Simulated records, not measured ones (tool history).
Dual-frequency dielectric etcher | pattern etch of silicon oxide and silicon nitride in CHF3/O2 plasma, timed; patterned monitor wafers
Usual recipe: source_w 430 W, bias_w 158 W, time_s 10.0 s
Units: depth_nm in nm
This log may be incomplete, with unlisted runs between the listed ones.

run    hour  source_w  bias_w  time_s  wafers since the last listed run  hours since the last wet clean  hours since the last source power generator calibration  hours since the last bias power generator calibration  hours since the last upper electrode change  hours since the gauge calibration  read-back reference wafer on the same gauge, depth_nm  depth_nm
  1     0.0       430     172    10.0                                 0                           101.6                                                   1950.5                                                 1919.9                                       2509.3                              909.9                                                  12.59     13.18
  2    49.1       430     158    10.0                               849                           150.7                                                   1999.6                                                 1969.0                                       2558.4                              959.0                                                  12.59     12.71
  3   141.5       430     158    10.0                              1598                           243.1                                                   2092.0                                                 2061.4                                       2650.8                             1051.4                                                  12.63     12.74
  4   238.9       430     158    10.0                              1684                           340.5                                                   2189.4                                                 2158.8                                       2748.2                             1148.8                                                  12.65     12.83
  5   296.7       430     158     8.0                               999                           398.3                                                   2247.2                                                 2216.6                                       2806.0                             1206.6                                                  12.64     10.22
      367.1  -- wet clean of the chamber
  6   367.6       430     158    10.0                               811                             0.5                                                   2318.1                                                 2287.5                                       2876.9                             1277.5                                                  12.65     12.73
  7   442.1       430     158    10.0                              1288                            75.0                                                   2392.6                                                 2362.0                                       2951.4                             1352.0                                                  12.67     12.82
  8   516.2       430     158    10.0                              1281                           149.1                                                   2466.7                                                 2436.1                                       3025.5                             1426.1                                                  12.66     12.83
  9   569.2       430     158    10.0                               916                           202.1                                                   2519.7                                                 2489.1                                       3078.5                             1479.1                                                  12.66     12.82
 10   674.5       350     158    12.0                              1821                           307.4                                                   2625.0                                                 2594.4                                       3183.8                             1584.4                                                  12.67     14.50
      721.7  -- source power generator calibrated
 11   742.7       430     158    10.0                              1110                           375.6                                                     21.0                                                 2662.6                                       3252.0                             1652.6                                                  12.69     12.80
      810.9  -- wet clean of the chamber
 12   811.4       430     158    10.0                               773                             0.5                                                     89.7                                                 2731.3                                       3320.7                             1721.3                                                  12.69     12.74
      939.1  -- upper electrode replaced
 13   991.6       430     158    10.0                              2701                           180.7                                                    269.9                                                 2911.5                                         52.5                             1901.5                                                  12.72     12.87
 14  1073.1       490     158    10.0                              1409                           262.2                                                    351.4                                                 2993.0                                        134.0                             1983.0                                                  12.70     13.28
 15  1138.5       430     195     7.0                              1131                           327.6                                                    416.8                                                 3058.4                                        199.4                             2048.4                                                  12.70      9.78
     1206.2  -- wet clean of the chamber
 16  1244.3       430     190    12.5                              1414                            38.1                                                    522.6                                                 3164.2                                        305.2                             2154.2                                                  12.71     17.35
 17  1326.6       430     172    10.0                              1423                           120.4                                                    604.9                                                 3246.5                                        387.5                             2236.5                                                  12.72     13.37
 18  1386.2       350     174    12.5                              1030                           180.0                                                    664.5                                                 3306.1                                        447.1                             2296.1                                                  12.71     15.92
 19  1433.4       430     158    10.0                               816                           227.2                                                    711.7                                                 3353.3                                        494.3                             2343.3                                                  12.72     12.83
 20  1486.3       520     188    10.0                               914                           280.1                                                    764.6                                                 3406.2                                        547.2                             2396.2                                                  12.71     14.60
     1524.2  -- gauge calibrated
 21  1564.1       340     181     8.5                              1345                           357.9                                                    842.4                                                 3484.0                                        625.0                               39.9                                                  12.30     10.59
     1575.7  -- bias power generator calibrated
     1633.2  -- wet clean of the chamber
 22  1633.7       430     158    10.0                               719                             0.5                                                    912.0                                                   58.0                                        694.6                              109.5                                                  12.34     12.48
 23  1677.1       430     158     7.0                               750                            43.9                                                    955.4                                                  101.4                                        738.0                              152.9                                                  12.33      8.78
 24  1779.8       380     158    10.0                              1776                           146.6                                                   1058.1                                                  204.1                                        840.7                              255.6                                                  12.39     12.15
 25  1830.5       430     158    10.0                               876                           197.3                                                   1108.8                                                  254.8                                        891.4                              306.3                                                  12.39     12.51
 26  1904.1       430     184     7.5                              1272                           270.9                                                   1182.4                                                  328.4                                        965.0                              379.9                                                  12.43     10.04
 27  1990.7       340     158     8.5                              1497                           357.5                                                   1269.0                                                  415.0                                       1051.6                              466.5                                                  12.44     10.03
     2031.7  -- wet clean of the chamber
 28  2069.7       430     158    10.0                               951                            38.0                                                   1348.0                                                  494.0                                       1130.6                              545.5                                                  12.49     12.64

What if the next run were any one of these 3? Each begins from the tool's condition after run 28:
  A  2070.1       430     158     8.5                                 6                            38.4                                                   1348.4                                                  494.4                                       1131.0                              545.9                                                      ?         ?
  B  2070.1       320     158     8.5                                 6                            38.4                                                   1348.4                                                  494.4                                       1131.0                              545.9                                                      ?         ?
  C  2070.1       390     142    12.0                                 6                            38.4                                                   1348.4                                                  494.4                                       1131.0                              545.9                                                      ?         ?

run  read-back reference wafer on the same gauge, depth_nm  depth_nm
  A                                                  12.48     10.70
  B                                                  12.48      9.89
  C                                                  12.48     14.02
With the hidden condition removed and each run's random variation left untouched, the same runs would have given:
run  depth_nm
  A     10.55
  B      9.75
  C     13.83

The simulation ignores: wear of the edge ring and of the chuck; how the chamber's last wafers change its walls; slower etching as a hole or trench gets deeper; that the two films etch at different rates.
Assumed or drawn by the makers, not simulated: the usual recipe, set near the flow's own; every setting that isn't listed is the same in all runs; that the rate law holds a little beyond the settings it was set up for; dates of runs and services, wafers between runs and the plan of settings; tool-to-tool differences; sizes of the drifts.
